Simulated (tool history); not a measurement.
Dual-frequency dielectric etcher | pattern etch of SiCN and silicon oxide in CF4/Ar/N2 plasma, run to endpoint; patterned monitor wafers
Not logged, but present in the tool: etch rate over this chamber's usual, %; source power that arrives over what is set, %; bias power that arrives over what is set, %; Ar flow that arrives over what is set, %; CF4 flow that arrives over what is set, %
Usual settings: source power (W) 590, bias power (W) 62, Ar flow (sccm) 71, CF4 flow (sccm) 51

| run | hour | source power (W) | bias power (W) | Ar flow (sccm) | CF4 flow (sccm) | wafers since the last listed run | hours since the last wet clean | hours since the last source power generator calibration | hours since the last bias power generator calibration | hours since the last Ar flow controller change | hours since the last CF4 flow controller change | hours since the last upper electrode change | incoming incoming film thickness, nm | endpoint time (s) |
|---|---|---|---|---|---|---|---|---|---|---|---|---|---|---|
| 1 | 0.0 | 590 | 69 | 71 | 51 | 0 | 273.4 | 4171.5 | 3869.4 | 2937.2 | 4522.4 | 2165.6 | 13.73 | 13.0 |
| 2 | 11.8 | 590 | 69 | 71 | 51 | 202 | 285.2 | 4183.3 | 3881.2 | 2949.0 | 4534.2 | 2177.4 | 13.98 | 13.3 |
|  | 45.3 | upper electrode replaced |
| 3 | 45.8 | 590 | 62 | 71 | 51 | 171 | 319.2 | 4217.3 | 3915.2 | 2983.0 | 4568.2 | 0.5 | 13.85 | 13.7 |
| 4 | 46.1 | 590 | 62 | 71 | 51 | 5 | 319.5 | 4217.6 | 3915.5 | 2983.3 | 4568.5 | 0.8 | 13.88 | 13.7 |
| 5 | 48.7 | 590 | 62 | 71 | 61 | 44 | 322.1 | 4220.2 | 3918.1 | 2985.9 | 4571.1 | 3.4 | 13.94 | 13.3 |
| 6 | 63.6 | 590 | 62 | 71 | 61 | 256 | 337.0 | 4235.1 | 3933.0 | 3000.8 | 4586.0 | 18.3 | 14.09 | 13.5 |
| 7 | 70.0 | 590 | 62 | 71 | 61 | 110 | 343.4 | 4241.5 | 3939.4 | 3007.2 | 4592.4 | 24.7 | 13.96 | 13.4 |
| 8 | 102.1 | 590 | 62 | 71 | 51 | 551 | 375.5 | 4273.6 | 3971.5 | 3039.3 | 4624.5 | 56.8 | 13.93 | 13.6 |
|  | 110.3 | CF4 flow controller replaced |
| 9 | 110.8 | 590 | 62 | 71 | 51 | 46 | 384.2 | 4282.3 | 3980.2 | 3048.0 | 0.5 | 65.5 | 13.76 | 13.5 |
|  | 120.0 | source power generator calibrated |
| 10 | 126.4 | 590 | 62 | 82 | 51 | 199 | 399.8 | 6.4 | 3995.8 | 3063.6 | 16.1 | 81.1 | 13.90 | 13.9 |
| 11 | 138.6 | 700 | 68 | 71 | 62 | 209 | 412.0 | 18.6 | 4008.0 | 3075.8 | 28.3 | 93.3 | 13.74 | 11.5 |
| 12 | 144.7 | 740 | 49 | 71 | 47 | 104 | 418.1 | 24.7 | 4014.1 | 3081.9 | 34.4 | 99.4 | 13.82 | 13.5 |
|  | 170.3 | wet clean of the chamber |
| 13 | 170.8 | 540 | 54 | 64 | 51 | 36 | 0.5 | 50.8 | 4040.2 | 3108.0 | 60.5 | 125.5 | 13.87 | 15.1 |
| 14 | 171.1 | 590 | 62 | 71 | 51 | 5 | 0.8 | 51.1 | 4040.5 | 3108.3 | 60.8 | 125.8 | 13.82 | 13.8 |
| 15 | 175.7 | 590 | 62 | 71 | 51 | 79 | 5.4 | 55.7 | 4045.1 | 3112.9 | 65.4 | 130.4 | 13.82 | 14.0 |
| 16 | 184.5 | 590 | 69 | 71 | 63 | 151 | 14.2 | 64.5 | 4053.9 | 3121.7 | 74.2 | 139.2 | 14.03 | 13.0 |
| 17 | 202.0 | 530 | 76 | 88 | 41 | 300 | 31.7 | 82.0 | 4071.4 | 3139.2 | 91.7 | 156.7 | 13.96 | 14.5 |
|  | 210.6 | bias power generator calibrated |
|  | 216.6 | Ar flow controller replaced |
| 18 | 217.1 | 590 | 50 | 80 | 44 | 87 | 46.8 | 97.1 | 6.5 | 0.5 | 106.8 | 171.8 | 13.86 | 15.9 |
| 19 | 224.2 | 480 | 70 | 81 | 57 | 122 | 53.9 | 104.2 | 13.6 | 7.6 | 113.9 | 178.9 | 13.73 | 14.3 |
| 20 | 233.9 | 590 | 62 | 71 | 51 | 166 | 63.6 | 113.9 | 23.3 | 17.3 | 123.6 | 188.6 | 13.99 | 14.0 |
| 21 | 248.0 | 460 | 62 | 85 | 43 | 242 | 77.7 | 128.0 | 37.4 | 31.4 | 137.7 | 202.7 | 13.96 | 16.4 |
| 22 | 264.1 | 590 | 62 | 62 | 58 | 276 | 93.8 | 144.1 | 53.5 | 47.5 | 153.8 | 218.8 | 13.85 | 13.4 |
| 23 | 276.2 | 590 | 74 | 59 | 57 | 208 | 105.9 | 156.2 | 65.6 | 59.6 | 165.9 | 230.9 | 13.92 | 12.5 |
| 24 | 294.0 | 590 | 55 | 63 | 51 | 306 | 123.7 | 174.0 | 83.4 | 77.4 | 183.7 | 248.7 | 13.97 | 14.3 |

Run-by-run hidden state of the tool:
source power that arrives over what is set, %: 0 on each run
bias power that arrives over what is set, %: 0 on each run
Ar flow that arrives over what is set, %: 0 on each run
CF4 flow that arrives over what is set, %: 0 on each run
H1: etch rate over this chamber's usual, %
| run | H1 |
|---|---|
| 1 | 2.41 |
| 2 | 2.52 |
| 3 | 2.84 |
| 4 | 2.85 |
| 5 | 2.87 |
| 6 | 3.01 |
| 7 | 3.08 |
| 8 | 3.38 |
| 9 | 3.47 |
| 10 | 3.61 |
| 11 | 3.73 |
| 12 | 3.79 |
| 13 | 0.456 |
| 14 | 0.458 |
| 15 | 0.502 |
| 16 | 0.587 |
| 17 | 0.754 |
| 18 | 0.898 |
| 19 | 0.966 |
| 20 | 1.06 |
| 21 | 1.19 |
| 22 | 1.35 |
| 23 | 1.46 |
| 24 | 1.63 |

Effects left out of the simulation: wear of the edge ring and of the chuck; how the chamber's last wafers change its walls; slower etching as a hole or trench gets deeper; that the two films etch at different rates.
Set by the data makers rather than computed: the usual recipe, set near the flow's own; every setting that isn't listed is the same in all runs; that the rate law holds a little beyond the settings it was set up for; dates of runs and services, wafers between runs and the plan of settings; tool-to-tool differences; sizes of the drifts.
